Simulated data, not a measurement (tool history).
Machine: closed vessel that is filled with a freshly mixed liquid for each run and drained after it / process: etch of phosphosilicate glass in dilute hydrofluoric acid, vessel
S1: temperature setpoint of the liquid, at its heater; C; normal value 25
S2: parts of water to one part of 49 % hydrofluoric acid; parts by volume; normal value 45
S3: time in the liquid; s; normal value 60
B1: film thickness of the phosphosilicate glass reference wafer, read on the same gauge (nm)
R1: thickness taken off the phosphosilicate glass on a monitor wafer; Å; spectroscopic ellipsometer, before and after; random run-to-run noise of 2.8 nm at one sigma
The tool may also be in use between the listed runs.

run    hour    S1  S2  S3     B1      R1
  1       0    23  45  60     70    2660
  2    24.9    23  45  60  70.01  2623.6
  3    54.3  22.5  45  60  70.01  2587.8
       63.7  -- thermometer replaced
  4   122.6  22.5  45  60  69.99  2428.9
  5   172.7  22.5  45  60  70.01  2429.7
  6   225.7    25  60  60  69.99  1994.6
  7   267.8    25  45  60  69.99  2705.8
  8   331.6    27  45  60  69.99  2866.6
  9   359.6    25  50  80     70  3218.3
 10   399.5    25  45  60  70.03  2644.4
 11   425.1    29  50  95  69.98  4459.8
        441  -- gauge calibrated
 12   490.5    25  40  70  70.01    3564
 13   526.1  21.5  45  30  70.01  1164.4
      532.4  -- hydrofluoric acid flow meter replaced
      567.4  -- thermometer replaced
 14   589.5    25  40  90  70.02  4753.8
 15   623.3    25  45  40  70.01  1826.2
 16   649.3    25  45  45  69.99  2130.9
 17   714.5  22.5  35  30  69.97  1648.3
 18   783.3    25  45  60  69.99  2782.6
 19   808.3    25  40  60  70.02  3164.8
 20   850.5    25  45  60     70  2762.9
 21   907.1    23  35  50     70  2785.2
 22   960.8  20.5  40  45     70  1956.8
 23  1025.8    25  45  60  70.03  2770.7
 24  1057.7    25  30  75  69.98  5303.3
     1104.3  -- thermometer replaced
 25  1126.8  22.5  35  30  70.02  1545.2
 26  1152.7  22.5  35  30  69.98    1552
 27    1218  21.5  25  60     70  4218.3
 28  1248.9    29  35  35  70.04  2376.6
 29  1306.9    25  45  60  70.01  2612.7
     1314.9  -- hydrofluoric acid flow meter replaced
 30  1521.8    25  45  80  69.98  3820.8
 31  1563.6    25  30  85  70.01  6207.3
 32  1600.5  26.5  35  85  69.98  5651.4

A few steps of R1 between consecutive runs. Split each: what settings, incoming material and random variation would produce without the hidden state, and what is left over for the hidden state, along with gauge scatter present in only one of the two compared results (measured, and without hidden state):
Unlogged tool condition in this case: liquid hotter than its thermometer reads (K); hydrofluoric acid flow below the setpoint (%); gauge reads high (%).
Run 3 -> 4: thermometer replaced. R1 -158.9 Å: hidden state -138.7, all else -20.2.
Run 13 -> 14: S1 21.5 -> 25, S2 45 -> 40, S3 30 -> 90, hydrofluoric acid flow meter replaced, thermometer replaced. R1 +3589.4 Å: hidden state +22.9, all else +3566.5.
Run 14 -> 15: S2 40 -> 45, S3 90 -> 40. R1 -2927.6 Å: hidden state +14.9, all else -2942.5.
Run 24 -> 25: S1 25 -> 22.5, S2 30 -> 35, S3 75 -> 30, thermometer replaced. R1 -3758.1 Å: hidden state -72.8, all else -3685.3.
Run 26 -> 27: S1 22.5 -> 21.5, S2 35 -> 25, S3 30 -> 60. R1 +2666.3 Å: hidden state -155.8, all else +2822.1.
Run 29 -> 30: S3 60 -> 80, hydrofluoric acid flow meter replaced. R1 +1208.1 Å: hidden state +254.9, all else +953.2.

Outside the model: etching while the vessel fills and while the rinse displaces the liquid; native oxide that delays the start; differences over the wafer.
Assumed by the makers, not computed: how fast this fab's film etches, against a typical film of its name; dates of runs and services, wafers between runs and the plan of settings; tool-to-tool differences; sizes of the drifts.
